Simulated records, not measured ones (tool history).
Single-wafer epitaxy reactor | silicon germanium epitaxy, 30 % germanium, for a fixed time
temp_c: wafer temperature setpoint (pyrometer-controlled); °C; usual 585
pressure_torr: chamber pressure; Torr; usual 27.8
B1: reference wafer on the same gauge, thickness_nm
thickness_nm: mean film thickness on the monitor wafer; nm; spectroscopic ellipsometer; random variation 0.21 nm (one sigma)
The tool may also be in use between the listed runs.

Run 1, hour 0: usual settings but temp_c 582 °C; B1 67.259. Result: thickness_nm 55.77 nm.
Run 2, hour 47: usual settings but temp_c 582 °C; B1 67.125. Result: thickness_nm 56.07 nm.
Run 3, hour 144.5: usual settings but temp_c 582 °C; B1 67.303. Result: thickness_nm 55.944 nm.
Run 4, hour 215.2: usual settings; B1 67.233. Result: thickness_nm 58.793 nm.
Run 5, hour 257.2: usual settings; B1 67.301. Result: thickness_nm 59.439 nm.
Run 6, hour 318.8: usual settings; B1 67.312. Result: thickness_nm 59.097 nm.
Run 7, hour 438.2: usual settings; B1 67.449. Result: thickness_nm 58.808 nm.
Run 8, hour 500: usual settings but pressure_torr 22.9 Torr; B1 67.563. Result: thickness_nm 55.887 nm.
Run 9, hour 533.8: usual settings but pressure_torr 22.9 Torr; B1 67.481. Result: thickness_nm 56.115 nm.
Run 10, hour 568.9: usual settings but temp_c 581 °C, pressure_torr 30.5 Torr; B1 67.59. Result: thickness_nm 57.234 nm.
Run 11, hour 624.6: usual settings but temp_c 581 °C, pressure_torr 30.5 Torr; B1 67.681. Result: thickness_nm 56.926 nm.
At hour 681.9: pyrometer calibrated.
Run 12, hour 695.1: usual settings but temp_c 581 °C, pressure_torr 30.5 Torr; B1 67.687. Result: thickness_nm 57.184 nm.
Run 13, hour 736.2: usual settings; B1 67.821. Result: thickness_nm 59.461 nm.
Run 14, hour 773.1: usual settings but temp_c 590 °C; B1 67.876. Result: thickness_nm 64.112 nm.
Run 15, hour 800.9: usual settings but temp_c 575 °C; B1 67.921. Result: thickness_nm 50.19 nm.
Run 16, hour 847.7: usual settings but temp_c 575 °C; B1 68.04. Result: thickness_nm 50.16 nm.
Run 17, hour 905: usual settings but temp_c 575 °C; B1 68.081. Result: thickness_nm 50.428 nm.
Run 18, hour 971: usual settings but temp_c 572 °C, pressure_torr 31.6 Torr; B1 68.206. Result: thickness_nm 49.745 nm.
Run 19, hour 1035.7: usual settings but temp_c 596 °C, pressure_torr 30.9 Torr; B1 68.314. Result: thickness_nm 74.342 nm.
Run 20, hour 1105.8: usual settings; B1 68.455. Result: thickness_nm 60.092 nm.
Run 21, hour 1163.7: usual settings; B1 68.601. Result: thickness_nm 60.255 nm.
Run 22, hour 1231.6: usual settings; B1 68.761. Result: thickness_nm 60.161 nm.
Run 23, hour 1277.4: usual settings but temp_c 592 °C; B1 68.859. Result: thickness_nm 67.859 nm.
At hour 1341.8: capacitance manometer re-zeroed and calibrated.
Run 24, hour 1342.3: usual settings but temp_c 591 °C, pressure_torr 21.3 Torr; B1 69.008. Result: thickness_nm 61.845 nm.
Run 25, hour 1389.8: usual settings but temp_c 598 °C; B1 69.219. Result: thickness_nm 74.839 nm.
Run 26, hour 1430: usual settings but temp_c 579 °C, pressure_torr 25 Torr; B1 69.314. Result: thickness_nm 53.293 nm.
At hour 1430.7: gauge calibrated.
At hour 1446: showerhead replaced.
Run 27, hour 1486.1: usual settings but pressure_torr 25.4 Torr; B1 67.051. Result: thickness_nm 57.271 nm.
Run 28, hour 1527.9: usual settings but temp_c 595 °C, pressure_torr 21.9 Torr; B1 67.076. Result: thickness_nm 64.449 nm.
Run 29, hour 1569.9: usual settings but temp_c 579 °C, pressure_torr 22.1 Torr; B1 67.004. Result: thickness_nm 50.054 nm.
Run 30, hour 1606.4: usual settings but temp_c 581 °C, pressure_torr 30.5 Torr; B1 66.968. Result: thickness_nm 56.789 nm.
Run 31, hour 1658.7: usual settings but temp_c 573 °C, pressure_torr 30.6 Torr; B1 67.039. Result: thickness_nm 49.435 nm.
Run 32, hour 1699.4: usual settings but temp_c 576 °C, pressure_torr 34.4 Torr; B1 67.032. Result: thickness_nm 53.829 nm.
Run 33, hour 1762: usual settings but temp_c 595 °C, pressure_torr 21.4 Torr; B1 67.076. Result: thickness_nm 64.201 nm.
Run 34, hour 1825.3: usual settings but temp_c 577 °C, pressure_torr 22.7 Torr; B1 67.166. Result: thickness_nm 48.444 nm.
Run 35, hour 1863.1: usual settings but pressure_torr 24.6 Torr; B1 67.144. Result: thickness_nm 57.075 nm.

Forecast each of these 3 alternatives for the next run:
Run A, hour 1863.5: usual settings but temp_c 573 °C; B1 ?. Result: thickness_nm ?.
Run B, hour 1863.5: usual settings but pressure_torr 31.3 Torr; B1 ?. Result: thickness_nm ?.
Run C, hour 1863.5: usual settings but temp_c 575 °C, pressure_torr 32.5 Torr; B1 ?. Result: thickness_nm ?.

run     B1  thickness_nm
  A  67.23        48.244
  B  67.23        61.206
  C  67.23        52.335
Without the tool's hidden state the same runs would have given:
run  thickness_nm
  A        48.121
  B        61.049
  C        52.202
